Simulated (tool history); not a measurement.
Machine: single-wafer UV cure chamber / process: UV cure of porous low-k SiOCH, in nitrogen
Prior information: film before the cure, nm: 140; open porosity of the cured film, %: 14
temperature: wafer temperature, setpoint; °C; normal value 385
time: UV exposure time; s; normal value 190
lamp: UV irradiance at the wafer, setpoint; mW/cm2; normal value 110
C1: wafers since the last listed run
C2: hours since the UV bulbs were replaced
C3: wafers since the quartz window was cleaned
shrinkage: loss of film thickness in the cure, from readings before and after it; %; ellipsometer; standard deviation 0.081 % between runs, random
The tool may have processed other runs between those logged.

{"run": 1, "hour": 0.0, "temperature": 385, "time": 190, "lamp": 83, "C1": 0, "C2": 1191.2, "C3": 1723, "shrinkage": 6.797}
{"run": 2, "hour": 11.1, "temperature": 385, "time": 190, "lamp": 83, "C1": 87, "C2": 1202.3, "C3": 1811, "shrinkage": 6.813}
{"run": 3, "hour": 27.6, "temperature": 397, "time": 190, "lamp": 141, "C1": 130, "C2": 1218.8, "C3": 1941, "shrinkage": 8.736}
{"run": 4, "hour": 34.6, "temperature": 397, "time": 190, "lamp": 141, "C1": 55, "C2": 1225.8, "C3": 1996, "shrinkage": 8.611}
{"run": 5, "hour": 41.8, "temperature": 385, "time": 190, "lamp": 110, "C1": 56, "C2": 1233, "C3": 2053, "shrinkage": 7.679}
{"run": 6, "hour": 51.3, "temperature": 385, "time": 190, "lamp": 110, "C1": 74, "C2": 1242.5, "C3": 2128, "shrinkage": 7.519}
{"run": 7, "hour": 57.4, "temperature": 385, "time": 190, "lamp": 110, "C1": 48, "C2": 1248.6, "C3": 2176, "shrinkage": 7.418}
{"run": 8, "hour": 64.5, "temperature": 385, "time": 190, "lamp": 110, "C1": 56, "C2": 1255.7, "C3": 2232, "shrinkage": 7.476}
{"run": 9, "hour": 72.5, "temperature": 385, "time": 190, "lamp": 110, "C1": 63, "C2": 1263.7, "C3": 2296, "shrinkage": 7.355}
{"run": 10, "hour": 78.9, "temperature": 385, "time": 190, "lamp": 110, "C1": 50, "C2": 1270.1, "C3": 2346, "shrinkage": 7.333}
{"run": 11, "hour": 94.9, "temperature": 385, "time": 190, "lamp": 110, "C1": 126, "C2": 1286.1, "C3": 2472, "shrinkage": 7.186}
{"hour": 106.3, "done": "quartz window cleaned"}
{"run": 12, "hour": 106.8, "temperature": 385, "time": 90, "lamp": 110, "C1": 30, "C2": 1298, "C3": 3, "shrinkage": 5.399}
{"run": 13, "hour": 114.0, "temperature": 372, "time": 130, "lamp": 139, "C1": 56, "C2": 1305.2, "C3": 60, "shrinkage": 7.383}
{"run": 14, "hour": 124.9, "temperature": 385, "time": 190, "lamp": 110, "C1": 86, "C2": 1316.1, "C3": 146, "shrinkage": 8.048}
{"run": 15, "hour": 141.1, "temperature": 380, "time": 255, "lamp": 87, "C1": 127, "C2": 1332.3, "C3": 274, "shrinkage": 8.174}
{"run": 16, "hour": 151.4, "temperature": 385, "time": 150, "lamp": 122, "C1": 81, "C2": 1342.6, "C3": 355, "shrinkage": 7.627}
{"hour": 161.9, "done": "UV bulbs replaced"}
{"run": 17, "hour": 162.4, "temperature": 399, "time": 220, "lamp": 110, "C1": 23, "C2": 0.5, "C3": 379, "shrinkage": 10.843}
{"run": 18, "hour": 178.1, "temperature": 385, "time": 190, "lamp": 110, "C1": 123, "C2": 16.2, "C3": 503, "shrinkage": 9.884}
{"run": 19, "hour": 191.8, "temperature": 385, "time": 190, "lamp": 77, "C1": 108, "C2": 29.9, "C3": 611, "shrinkage": 8.537}
{"run": 20, "hour": 199.7, "temperature": 379, "time": 190, "lamp": 110, "C1": 62, "C2": 37.8, "C3": 673, "shrinkage": 9.658}
{"run": 21, "hour": 214.0, "temperature": 390, "time": 190, "lamp": 88, "C1": 112, "C2": 52.1, "C3": 786, "shrinkage": 8.983}
{"run": 22, "hour": 229.3, "temperature": 373, "time": 80, "lamp": 78, "C1": 120, "C2": 67.4, "C3": 907, "shrinkage": 5.147}
{"run": 23, "hour": 244.5, "temperature": 403, "time": 270, "lamp": 110, "C1": 119, "C2": 82.6, "C3": 1027, "shrinkage": 11.552}

4 options for the next run, each taken on its own from the tool as it stands now. Forecast them:
{"run": "A", "hour": 244.9, "temperature": 385, "time": 190, "lamp": 110, "C1": 3, "C2": 83, "C3": 1030, "shrinkage": "?"}
{"run": "B", "hour": 244.9, "temperature": 366, "time": 190, "lamp": 95, "C1": 3, "C2": 83, "C3": 1030, "shrinkage": "?"}
{"run": "C", "hour": 244.9, "temperature": 368, "time": 190, "lamp": 110, "C1": 3, "C2": 83, "C3": 1030, "shrinkage": "?"}
{"run": "D", "hour": 244.9, "temperature": 393, "time": 190, "lamp": 110, "C1": 3, "C2": 83, "C3": 1030, "shrinkage": "?"}

run=A shrinkage=9.58
run=B shrinkage=8.694
run=C shrinkage=9.301
run=D shrinkage=9.707
Had the tool no hidden state, the same runs would have come out as:
run=A shrinkage=9.985
run=B shrinkage=9.087
run=C shrinkage=9.702
run=D shrinkage=10.114

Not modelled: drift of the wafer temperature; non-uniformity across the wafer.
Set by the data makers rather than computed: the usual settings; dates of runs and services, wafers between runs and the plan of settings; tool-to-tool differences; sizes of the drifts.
